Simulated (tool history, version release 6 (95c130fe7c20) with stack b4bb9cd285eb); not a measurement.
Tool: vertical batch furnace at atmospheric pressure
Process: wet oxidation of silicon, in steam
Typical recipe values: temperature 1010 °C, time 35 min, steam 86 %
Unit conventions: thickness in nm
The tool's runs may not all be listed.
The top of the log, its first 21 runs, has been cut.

run,hour,temperature,time,steam,wafers since the last listed run,hours since the last temperature calibration,hours since the steam generator was serviced,hours since the gauge calibration,"read-back reference wafer on the same gauge, thickness",thickness
22,1440.3,997,35,86,509,2739.1,269.2,597.4,281.23,246.07
23,1540,1021,50.5,91,1000,2838.8,368.9,697.1,281.58,397.38
24,1769,991,35,86,2298,3067.8,597.9,926.1,280.72,237.27
25,1824.2,985,40.5,91,554,3123,653.1,981.3,280.89,263.46
26,1929.8,1020,35,86,1059,3228.6,758.7,1086.9,280.8,299.47
27,1992,1035,41,80,624,3290.8,820.9,1149.1,280.98,350.07
28,2035,989,35,82,431,3333.8,863.9,1192.1,280.94,226.47
# hour 2080.9: thermocouples replaced and temperature profile calibrated
29,2083.2,985,35,86,242,2.3,912.1,1240.3,280.63,215.79
30,2158.6,1010,35,86,756,77.7,987.5,1315.7,280.56,270.74
31,2340.6,1010,39.5,76,1826,259.7,1169.5,1497.7,281.27,269.25
32,2436.1,999,35,86,958,355.2,1265,1593.2,280.74,247.05
33,2481.7,996,35,86,457,400.8,1310.6,1638.8,280.75,238.78
34,2560.9,1010,35,86,794,480,1389.8,1718,281.06,270.22
35,2626.6,988,49.5,74,659,545.7,1455.5,1783.7,281.06,259.9
36,2714.5,1010,35,94,882,633.6,1543.4,1871.6,281.04,287.25
37,2810.2,1021,40,91,960,729.3,1639.1,1967.3,281.18,337.57
38,2878.5,1010,35,86,685,797.6,1707.4,2035.6,281.46,273.5

Here are 4 independent what-if runs from the current tool condition. What would each one return?
A,2883.5,1010,35,86,50,802.6,1712.4,2040.6,?,?
B,2883.5,1010,35,78,50,802.6,1712.4,2040.6,?,?
C,2883.5,1010,52.5,86,50,802.6,1712.4,2040.6,?,?
D,2883.5,993,24.5,74,50,802.6,1712.4,2040.6,?,?

run,"read-back reference wafer on the same gauge, thickness",thickness
A,281.18,270
B,281.18,251.63
C,281.18,358.57
D,281.18,157.54
What these runs would have given with no unlogged condition in the tool:
run,thickness
A,269.05
B,250.73
C,357.44
D,156.84
